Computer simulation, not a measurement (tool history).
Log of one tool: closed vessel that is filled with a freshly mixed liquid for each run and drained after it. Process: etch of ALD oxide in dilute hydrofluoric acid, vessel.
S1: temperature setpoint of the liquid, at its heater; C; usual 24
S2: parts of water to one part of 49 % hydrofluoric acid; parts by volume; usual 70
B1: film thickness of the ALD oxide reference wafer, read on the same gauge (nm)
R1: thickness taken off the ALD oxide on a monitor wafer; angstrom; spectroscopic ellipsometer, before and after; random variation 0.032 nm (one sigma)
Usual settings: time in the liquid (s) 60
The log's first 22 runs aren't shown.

run 23 hour=523.4 | S1=20 S2=70 time_in_the_liquid_(s)=40 | B1=140.09 | R1=53.4
-- hour=540.8 thermometer replaced
run 24 hour=544 | S1=24 S2=70 time_in_the_liquid_(s)=80 | B1=140.01 | R1=125.5
run 25 hour=567.2 | S1=24 S2=70 time_in_the_liquid_(s)=60 | B1=139.88 | R1=94.1
run 26 hour=591.5 | S1=24 S2=70 time_in_the_liquid_(s)=60 | B1=139.74 | R1=93.6
run 27 hour=603.7 | S1=24 S2=45 time_in_the_liquid_(s)=85 | B1=139.65 | R1=213.6
run 28 hour=618.5 | S1=24 S2=70 time_in_the_liquid_(s)=60 | B1=139.58 | R1=94
run 29 hour=644.2 | S1=21.5 S2=90 time_in_the_liquid_(s)=40 | B1=139.46 | R1=43
run 30 hour=678.8 | S1=24 S2=70 time_in_the_liquid_(s)=60 | B1=139.26 | R1=94
run 31 hour=709.2 | S1=24 S2=70 time_in_the_liquid_(s)=60 | B1=139.08 | R1=93.6
run 32 hour=724.6 | S1=26.5 S2=85 time_in_the_liquid_(s)=50 | B1=138.99 | R1=69.6
run 33 hour=739 | S1=21.5 S2=60 time_in_the_liquid_(s)=70 | B1=138.89 | R1=116.5

3 ways to go on from here, each from the tool as it stands after run 33. What would each give?
run A hour=739.7 | S1=24 S2=70 time_in_the_liquid_(s)=60 | B1=? | R1=?
run B hour=739.7 | S1=27 S2=70 time_in_the_liquid_(s)=75 | B1=? | R1=?
run C hour=739.7 | S1=28.5 S2=55 time_in_the_liquid_(s)=60 | B1=? | R1=?

run=A B1=138.92 R1=93.5
run=B B1=138.92 R1=131.7
run=C B1=138.92 R1=145.4
Without the tool's hidden state the same runs would have given:
run=A R1=94.2
run=B R1=132.8
run=C R1=146.5

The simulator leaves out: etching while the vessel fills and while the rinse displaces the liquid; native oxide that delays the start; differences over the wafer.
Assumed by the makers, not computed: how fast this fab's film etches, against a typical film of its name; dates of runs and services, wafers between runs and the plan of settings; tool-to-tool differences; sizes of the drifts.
